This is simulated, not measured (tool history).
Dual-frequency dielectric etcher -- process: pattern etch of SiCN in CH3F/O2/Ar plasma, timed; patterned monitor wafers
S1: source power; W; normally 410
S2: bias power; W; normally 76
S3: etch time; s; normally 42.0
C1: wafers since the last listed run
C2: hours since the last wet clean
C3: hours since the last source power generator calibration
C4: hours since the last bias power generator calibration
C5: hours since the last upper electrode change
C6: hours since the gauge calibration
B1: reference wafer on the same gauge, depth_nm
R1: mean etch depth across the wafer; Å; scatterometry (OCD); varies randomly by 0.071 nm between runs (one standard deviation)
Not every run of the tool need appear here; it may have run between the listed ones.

{"run": 1, "hour": 0.0, "S1": 410, "S2": 76, "S3": 42.0, "C1": 0, "C2": 396.0, "C3": 3113.2, "C4": 2215.1, "C5": 5079.9, "C6": 637.5, "B1": 13.47, "R1": 165.8}
{"hour": 47.0, "done": "wet clean of the chamber"}
{"run": 2, "hour": 47.5, "S1": 410, "S2": 76, "S3": 42.0, "C1": 237, "C2": 0.5, "C3": 3160.7, "C4": 2262.6, "C5": 5127.4, "C6": 685.0, "B1": 13.47, "R1": 166.0}
{"run": 3, "hour": 47.8, "S1": 410, "S2": 76, "S3": 42.0, "C1": 3, "C2": 0.8, "C3": 3161.0, "C4": 2262.9, "C5": 5127.7, "C6": 685.3, "B1": 13.47, "R1": 166.3}
{"run": 4, "hour": 76.1, "S1": 390, "S2": 76, "S3": 42.0, "C1": 285, "C2": 29.1, "C3": 3189.3, "C4": 2291.2, "C5": 5156.0, "C6": 713.6, "B1": 13.46, "R1": 160.1}
{"run": 5, "hour": 89.4, "S1": 410, "S2": 85, "S3": 42.0, "C1": 134, "C2": 42.4, "C3": 3202.6, "C4": 2304.5, "C5": 5169.3, "C6": 726.9, "B1": 13.46, "R1": 172.9}
{"run": 6, "hour": 110.3, "S1": 410, "S2": 85, "S3": 42.0, "C1": 211, "C2": 63.3, "C3": 3223.5, "C4": 2325.4, "C5": 5190.2, "C6": 747.8, "B1": 13.46, "R1": 173.4}
{"run": 7, "hour": 139.2, "S1": 410, "S2": 85, "S3": 42.0, "C1": 291, "C2": 92.2, "C3": 3252.4, "C4": 2354.3, "C5": 5219.1, "C6": 776.7, "B1": 13.46, "R1": 172.9}
{"run": 8, "hour": 163.2, "S1": 410, "S2": 91, "S3": 52.0, "C1": 242, "C2": 116.2, "C3": 3276.4, "C4": 2378.3, "C5": 5243.1, "C6": 800.7, "B1": 13.45, "R1": 219.5}
{"hour": 169.5, "done": "source power generator calibrated"}
{"run": 9, "hour": 183.6, "S1": 410, "S2": 76, "S3": 42.0, "C1": 165, "C2": 136.6, "C3": 14.1, "C4": 2398.7, "C5": 5263.5, "C6": 821.1, "B1": 13.43, "R1": 165.8}
{"hour": 205.0, "done": "gauge calibrated"}
{"hour": 293.9, "done": "upper electrode replaced"}
{"run": 10, "hour": 294.4, "S1": 340, "S2": 76, "S3": 42.0, "C1": 877, "C2": 247.4, "C3": 124.9, "C4": 2509.5, "C5": 0.5, "C6": 89.4, "B1": 13.86, "R1": 151.9}
{"run": 11, "hour": 310.1, "S1": 410, "S2": 76, "S3": 42.0, "C1": 158, "C2": 263.1, "C3": 140.6, "C4": 2525.2, "C5": 16.2, "C6": 105.1, "B1": 13.84, "R1": 169.7}
{"hour": 332.8, "done": "bias power generator calibrated"}
{"run": 12, "hour": 338.4, "S1": 460, "S2": 86, "S3": 36.0, "C1": 245, "C2": 291.4, "C3": 168.9, "C4": 5.6, "C5": 44.5, "C6": 133.4, "B1": 13.8, "R1": 164.0}
{"run": 13, "hour": 368.1, "S1": 410, "S2": 76, "S3": 42.0, "C1": 300, "C2": 321.1, "C3": 198.6, "C4": 35.3, "C5": 74.2, "C6": 163.1, "B1": 13.76, "R1": 169.4}
{"run": 14, "hour": 464.0, "S1": 510, "S2": 92, "S3": 42.0, "C1": 968, "C2": 417.0, "C3": 294.5, "C4": 131.2, "C5": 170.1, "C6": 259.0, "B1": 13.67, "R1": 204.0}
{"run": 15, "hour": 509.4, "S1": 510, "S2": 92, "S3": 42.0, "C1": 458, "C2": 462.4, "C3": 339.9, "C4": 176.6, "C5": 215.5, "C6": 304.4, "B1": 13.66, "R1": 205.1}
{"run": 16, "hour": 525.6, "S1": 360, "S2": 69, "S3": 38.0, "C1": 163, "C2": 478.6, "C3": 356.1, "C4": 192.8, "C5": 231.7, "C6": 320.6, "B1": 13.63, "R1": 134.6}
{"hour": 549.9, "done": "wet clean of the chamber"}
{"run": 17, "hour": 561.0, "S1": 410, "S2": 76, "S3": 42.0, "C1": 115, "C2": 11.1, "C3": 391.5, "C4": 228.2, "C5": 267.1, "C6": 356.0, "B1": 13.63, "R1": 167.3}
{"run": 18, "hour": 592.4, "S1": 410, "S2": 67, "S3": 30.5, "C1": 317, "C2": 42.5, "C3": 422.9, "C4": 259.6, "C5": 298.5, "C6": 387.4, "B1": 13.6, "R1": 114.4}
{"run": 19, "hour": 624.0, "S1": 350, "S2": 59, "S3": 32.0, "C1": 319, "C2": 74.1, "C3": 454.5, "C4": 291.2, "C5": 330.1, "C6": 419.0, "B1": 13.6, "R1": 103.1}
{"run": 20, "hour": 651.8, "S1": 410, "S2": 76, "S3": 42.0, "C1": 280, "C2": 101.9, "C3": 482.3, "C4": 319.0, "C5": 357.9, "C6": 446.8, "B1": 13.57, "R1": 167.2}
{"run": 21, "hour": 674.3, "S1": 470, "S2": 76, "S3": 42.0, "C1": 227, "C2": 124.4, "C3": 504.8, "C4": 341.5, "C5": 380.4, "C6": 469.3, "B1": 13.56, "R1": 179.2}
{"run": 22, "hour": 703.8, "S1": 320, "S2": 76, "S3": 50.5, "C1": 298, "C2": 153.9, "C3": 534.3, "C4": 371.0, "C5": 409.9, "C6": 498.8, "B1": 13.57, "R1": 170.7}
{"run": 23, "hour": 722.5, "S1": 470, "S2": 81, "S3": 31.0, "C1": 188, "C2": 172.6, "C3": 553.0, "C4": 389.7, "C5": 428.6, "C6": 517.5, "B1": 13.56, "R1": 135.7}
{"run": 24, "hour": 746.9, "S1": 480, "S2": 68, "S3": 42.0, "C1": 246, "C2": 197.0, "C3": 577.4, "C4": 414.1, "C5": 453.0, "C6": 541.9, "B1": 13.55, "R1": 174.2}
{"run": 25, "hour": 768.5, "S1": 510, "S2": 86, "S3": 42.0, "C1": 218, "C2": 218.6, "C3": 599.0, "C4": 435.7, "C5": 474.6, "C6": 563.5, "B1": 13.53, "R1": 197.9}
{"run": 26, "hour": 788.8, "S1": 410, "S2": 76, "S3": 42.0, "C1": 205, "C2": 238.9, "C3": 619.3, "C4": 456.0, "C5": 494.9, "C6": 583.8, "B1": 13.53, "R1": 166.4}
{"run": 27, "hour": 818.9, "S1": 410, "S2": 76, "S3": 47.5, "C1": 304, "C2": 269.0, "C3": 649.4, "C4": 486.1, "C5": 525.0, "C6": 613.9, "B1": 13.51, "R1": 187.2}
{"run": 28, "hour": 837.1, "S1": 460, "S2": 89, "S3": 52.5, "C1": 183, "C2": 287.2, "C3": 667.6, "C4": 504.3, "C5": 543.2, "C6": 632.1, "B1": 13.51, "R1": 238.5}
{"run": 29, "hour": 866.7, "S1": 320, "S2": 83, "S3": 42.0, "C1": 299, "C2": 316.8, "C3": 697.2, "C4": 533.9, "C5": 572.8, "C6": 661.7, "B1": 13.49, "R1": 147.3}

Forecast each of these 5 alternatives for the next run:
{"run": "A", "hour": 867.1, "S1": 500, "S2": 76, "S3": 42.0, "C1": 4, "C2": 317.2, "C3": 697.6, "C4": 534.3, "C5": 573.2, "C6": 662.1, "B1": "?", "R1": "?"}
{"run": "B", "hour": 867.1, "S1": 330, "S2": 76, "S3": 42.0, "C1": 4, "C2": 317.2, "C3": 697.6, "C4": 534.3, "C5": 573.2, "C6": 662.1, "B1": "?", "R1": "?"}
{"run": "C", "hour": 867.1, "S1": 480, "S2": 76, "S3": 42.0, "C1": 4, "C2": 317.2, "C3": 697.6, "C4": 534.3, "C5": 573.2, "C6": 662.1, "B1": "?", "R1": "?"}
{"run": "D", "hour": 867.1, "S1": 410, "S2": 76, "S3": 53.5, "C1": 4, "C2": 317.2, "C3": 697.6, "C4": 534.3, "C5": 573.2, "C6": 662.1, "B1": "?", "R1": "?"}
{"run": "E", "hour": 867.1, "S1": 360, "S2": 76, "S3": 47.5, "C1": 4, "C2": 317.2, "C3": 697.6, "C4": 534.3, "C5": 573.2, "C6": 662.1, "B1": "?", "R1": "?"}

run=A B1=13.49 R1=185.7
run=B B1=13.49 R1=145.0
run=C B1=13.49 R1=181.7
run=D B1=13.49 R1=211.6
run=E B1=13.49 R1=173.6
Take away the tool's hidden state, keep each run's random variation, and the runs would have read:
run=A R1=192.5
run=B R1=150.2
run=C R1=188.3
run=D R1=219.4
run=E R1=179.9
